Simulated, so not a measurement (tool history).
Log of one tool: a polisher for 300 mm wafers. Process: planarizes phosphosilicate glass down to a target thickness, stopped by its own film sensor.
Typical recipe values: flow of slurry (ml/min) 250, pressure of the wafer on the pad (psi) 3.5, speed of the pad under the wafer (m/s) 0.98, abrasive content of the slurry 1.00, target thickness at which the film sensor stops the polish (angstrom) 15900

run,hour,flow of slurry (ml/min),pressure of the wafer on the pad (psi),speed of the pad under the wafer (m/s),abrasive content of the slurry,target thickness at which the film sensor stops the polish (angstrom),"incoming thickness of the incoming film, nm",time until the film sensor stopped the polish (s)
1,0.0,250,3.5,0.98,1.00,15900,2387.8,87.3
# hour 0.7: head pressure recalibrated
# hour 16.6: slurry blender recalibrated
2,39.7,250,3.5,0.98,1.00,15900,2384.7,86.6
# hour 92.0: worn pad replaced by a new one
3,106.0,250,3.5,0.98,1.00,15900,2392.6,87.6
4,175.8,250,3.5,0.98,1.00,15900,2350.9,85.4
5,209.6,200,3.5,0.98,1.00,15900,2349.2,88.4
6,247.4,200,3.5,0.98,1.00,15900,2371.5,91.3
# hour 272.5: worn pad replaced by a new one
# hour 272.9: conditioning disc replaced and pad reconditioned
7,298.1,200,3.5,0.98,1.00,15900,2363.0,89.6
# hour 367.6: slurry blender recalibrated
8,368.1,225,3.5,0.98,1.00,15900,2358.4,88.8
9,419.1,250,3.5,0.98,1.00,15900,2357.4,85.2
10,459.2,250,3.5,1.22,1.30,14300,2373.8,80.6
# hour 467.2: worn pad replaced by a new one
11,504.1,250,3.5,0.98,1.00,15900,2362.2,86.8
# hour 555.3: head pressure recalibrated
# hour 558.4: slurry nozzle cleaned
# hour 659.3: worn pad replaced by a new one
# hour 673.2: conditioning disc replaced and pad reconditioned
12,704.8,250,3.5,0.98,1.00,15900,2409.5,88.6
# hour 720.1: slurry blender recalibrated
13,775.4,330,3.5,1.22,1.15,18250,2358.1,45.4
14,807.8,210,4.0,0.98,1.00,15900,2398.0,80.4
15,842.9,335,4.3,0.98,1.15,16960,2363.8,53.3
# hour 850.7: worn pad replaced by a new one
16,880.4,250,2.5,0.98,1.00,15040,2345.9,129.1

Alternative continuations, all from the tool just after run 16; predict every row:
A,880.8,250,3.5,0.98,0.75,15900,2352.7,?
B,880.8,250,4.6,1.24,0.80,15900,2352.7,?
C,880.8,180,3.5,0.98,1.00,17030,2352.7,?
D,880.8,250,3.5,0.98,1.00,13730,2352.7,?
E,880.8,280,2.7,0.98,1.00,15090,2352.7,?

run,time until the film sensor stopped the polish (s)
A,91.1
B,56.7
C,75.1
D,106.3
E,115.4
With the hidden condition removed and each run's random variation left untouched, the same runs would have given:
run,time until the film sensor stopped the polish (s)
A,87.4
B,54.4
C,70.9
D,102.0
E,111.3

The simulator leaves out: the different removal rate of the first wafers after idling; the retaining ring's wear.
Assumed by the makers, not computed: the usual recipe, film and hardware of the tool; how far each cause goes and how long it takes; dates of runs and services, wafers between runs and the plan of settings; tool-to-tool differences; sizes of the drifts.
